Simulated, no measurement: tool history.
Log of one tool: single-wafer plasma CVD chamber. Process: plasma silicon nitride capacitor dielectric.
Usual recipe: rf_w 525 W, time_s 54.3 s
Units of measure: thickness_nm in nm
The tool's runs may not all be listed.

run   hour  rf_w  time_s  wafers since the last listed run  hours since the last RF generator calibration  hours since the showerhead was replaced  hours since the gauge calibration  read-back reference wafer on the same gauge, thickness_nm  thickness_nm
  1    0.0   525    59.1                                 0                                         1581.0                                   7778.5                              125.9                                                     84.840        89.605
  2   16.5   525    59.1                               393                                         1597.5                                   7795.0                              142.4                                                     84.788        89.390
  3   23.6   525    54.3                               169                                         1604.6                                   7802.1                              149.5                                                     84.809        82.149
  4   30.3   525    54.3                               159                                         1611.3                                   7808.8                              156.2                                                     84.794        82.084
  5   65.9   525    54.3                               848                                         1646.9                                   7844.4                              191.8                                                     84.754        82.125
  6   83.9   525    54.3                               428                                         1664.9                                   7862.4                              209.8                                                     84.731        82.066
  7   97.7   525    54.3                               328                                         1678.7                                   7876.2                              223.6                                                     84.715        82.267
     102.5  -- gauge calibrated
  8  112.5   525    54.3                               352                                         1693.5                                   7891.0                               10.0                                                     85.280        82.806
  9  129.2   460    54.3                               397                                         1710.2                                   7907.7                               26.7                                                     85.180        80.152
 10  146.3   525    54.3                               407                                         1727.3                                   7924.8                               43.8                                                     85.040        82.223
 11  157.3   525    54.3                               262                                         1738.3                                   7935.8                               54.8                                                     84.952        82.402
 12  165.9   525    54.3                               204                                         1746.9                                   7944.4                               63.4                                                     84.915        82.305
 13  182.7   525    54.3                               400                                         1763.7                                   7961.2                               80.2                                                     84.882        82.206
 14  197.1   525    54.3                               343                                         1778.1                                   7975.6                               94.6                                                     84.832        82.098
 15  204.1   525    59.1                               166                                         1785.1                                   7982.6                              101.6                                                     84.803        89.786
 16  219.7   555    61.5                               371                                         1800.7                                   7998.2                              117.2                                                     84.736        94.183
     231.2  -- showerhead replaced
     234.8  -- RF generator calibrated
 17  235.3   615    47.5                                94                                            0.5                                      4.1                              132.8                                                     84.717        74.627

Run 18 is up next; what results do you expect?
 18  249.1   570    54.3                               328                                           14.3                                     17.9                              146.6                                                          ?             ?

Logged for run 18: read-back reference wafer on the same gauge, thickness_nm 84.739, thickness_nm 83.637 nm.
Take away the tool's hidden state, keep the run-to-run variation as it was, and the same run would have given thickness_nm 84.325 nm.
